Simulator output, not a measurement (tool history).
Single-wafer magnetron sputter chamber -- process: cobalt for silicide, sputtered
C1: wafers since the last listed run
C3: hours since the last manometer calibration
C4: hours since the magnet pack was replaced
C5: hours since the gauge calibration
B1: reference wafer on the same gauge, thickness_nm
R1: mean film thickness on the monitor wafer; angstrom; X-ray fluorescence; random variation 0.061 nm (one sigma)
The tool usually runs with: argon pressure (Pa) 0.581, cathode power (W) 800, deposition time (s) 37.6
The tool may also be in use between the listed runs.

run 1 day=0 | argon_pressure_(Pa)=0.581 cathode_power_(W)=850 deposition_time_(s)=37.6 | C1=0 wafers_on_the_sputter_target=1794 C3=1810.1 C4=8368.9 C5=139 | B1=13.202 | R1=143.99
run 2 day=0.467 | argon_pressure_(Pa)=0.581 cathode_power_(W)=800 deposition_time_(s)=37.6 | C1=307 wafers_on_the_sputter_target=2102 C3=1821.3 C4=8380.1 C5=150.2 | B1=13.203 | R1=134.61
run 3 day=0.758 | argon_pressure_(Pa)=0.581 cathode_power_(W)=800 deposition_time_(s)=37.6 | C1=192 wafers_on_the_sputter_target=2294 C3=1828.3 C4=8387.1 C5=157.2 | B1=13.192 | R1=136.28
run 4 day=1.467 | argon_pressure_(Pa)=0.581 cathode_power_(W)=800 deposition_time_(s)=37.6 | C1=466 wafers_on_the_sputter_target=2761 C3=1845.3 C4=8404.1 C5=174.2 | B1=13.208 | R1=134.57
run 5 day=1.725 | argon_pressure_(Pa)=0.581 cathode_power_(W)=800 deposition_time_(s)=37.6 | C1=170 wafers_on_the_sputter_target=2931 C3=1851.5 C4=8410.3 C5=180.4 | B1=13.208 | R1=134.86
-- day=2.033 gauge calibrated
run 6 day=2.104 | argon_pressure_(Pa)=0.581 cathode_power_(W)=800 deposition_time_(s)=37.6 | C1=249 wafers_on_the_sputter_target=3181 C3=1860.6 C4=8419.4 C5=1.7 | B1=13.206 | R1=134.06
run 7 day=2.512 | argon_pressure_(Pa)=0.581 cathode_power_(W)=800 deposition_time_(s)=37.6 | C1=268 wafers_on_the_sputter_target=3450 C3=1870.4 C4=8429.2 C5=11.5 | B1=13.198 | R1=134.05
run 8 day=3.367 | argon_pressure_(Pa)=0.581 cathode_power_(W)=800 deposition_time_(s)=31.7 | C1=562 wafers_on_the_sputter_target=4012 C3=1890.9 C4=8449.7 C5=32 | B1=13.207 | R1=111.23
run 9 day=3.679 | argon_pressure_(Pa)=0.43 cathode_power_(W)=800 deposition_time_(s)=35.4 | C1=205 wafers_on_the_sputter_target=4218 C3=1898.4 C4=8457.2 C5=39.5 | B1=13.192 | R1=130.69
-- day=4.275 sputter target and shields replaced
-- day=4.471 magnet pack replaced
run 10 day=4.492 | argon_pressure_(Pa)=0.581 cathode_power_(W)=800 deposition_time_(s)=37.6 | C1=187 wafers_on_the_sputter_target=15 C3=1917.9 C4=0.5 C5=59 | B1=13.2 | R1=137.11
run 11 day=4.504 | argon_pressure_(Pa)=0.733 cathode_power_(W)=800 deposition_time_(s)=43 | C1=8 wafers_on_the_sputter_target=23 C3=1918.2 C4=0.8 C5=59.3 | B1=13.199 | R1=147.54
-- day=4.867 capacitance manometer re-zeroed and calibrated
run 12 day=5.283 | argon_pressure_(Pa)=0.351 cathode_power_(W)=900 deposition_time_(s)=43.5 | C1=293 wafers_on_the_sputter_target=316 C3=10 C4=19.5 C5=78 | B1=13.202 | R1=193.46
run 13 day=6.021 | argon_pressure_(Pa)=0.581 cathode_power_(W)=900 deposition_time_(s)=44.7 | C1=485 wafers_on_the_sputter_target=802 C3=27.7 C4=37.2 C5=95.7 | B1=13.205 | R1=181.47
run 14 day=6.383 | argon_pressure_(Pa)=0.43 cathode_power_(W)=800 deposition_time_(s)=35.4 | C1=238 wafers_on_the_sputter_target=1041 C3=36.4 C4=45.9 C5=104.4 | B1=13.208 | R1=135.6

Consider 4 possible next runs. They are alternatives, not a sequence: every one starts from the tool as it was left by run 14. What does each give?
run A day=6.4 | argon_pressure_(Pa)=0.793 cathode_power_(W)=800 deposition_time_(s)=37.6 | C1=10 wafers_on_the_sputter_target=1052 C3=36.8 C4=46.3 C5=104.8 | B1=? | R1=?
run B day=6.4 | argon_pressure_(Pa)=0.581 cathode_power_(W)=600 deposition_time_(s)=39.7 | C1=10 wafers_on_the_sputter_target=1052 C3=36.8 C4=46.3 C5=104.8 | B1=? | R1=?
run C day=6.4 | argon_pressure_(Pa)=0.517 cathode_power_(W)=950 deposition_time_(s)=31.7 | C1=10 wafers_on_the_sputter_target=1052 C3=36.8 C4=46.3 C5=104.8 | B1=? | R1=?
run D day=6.4 | argon_pressure_(Pa)=0.581 cathode_power_(W)=600 deposition_time_(s)=32 | C1=10 wafers_on_the_sputter_target=1052 C3=36.8 C4=46.3 C5=104.8 | B1=? | R1=?

run=A B1=13.212 R1=126.5
run=B B1=13.212 R1=107.69
run=C B1=13.212 R1=139.21
run=D B1=13.212 R1=86.8
Without the tool's hidden state the same runs would have given:
run=A R1=127.14
run=B R1=108.24
run=C R1=139.92
run=D R1=87.24

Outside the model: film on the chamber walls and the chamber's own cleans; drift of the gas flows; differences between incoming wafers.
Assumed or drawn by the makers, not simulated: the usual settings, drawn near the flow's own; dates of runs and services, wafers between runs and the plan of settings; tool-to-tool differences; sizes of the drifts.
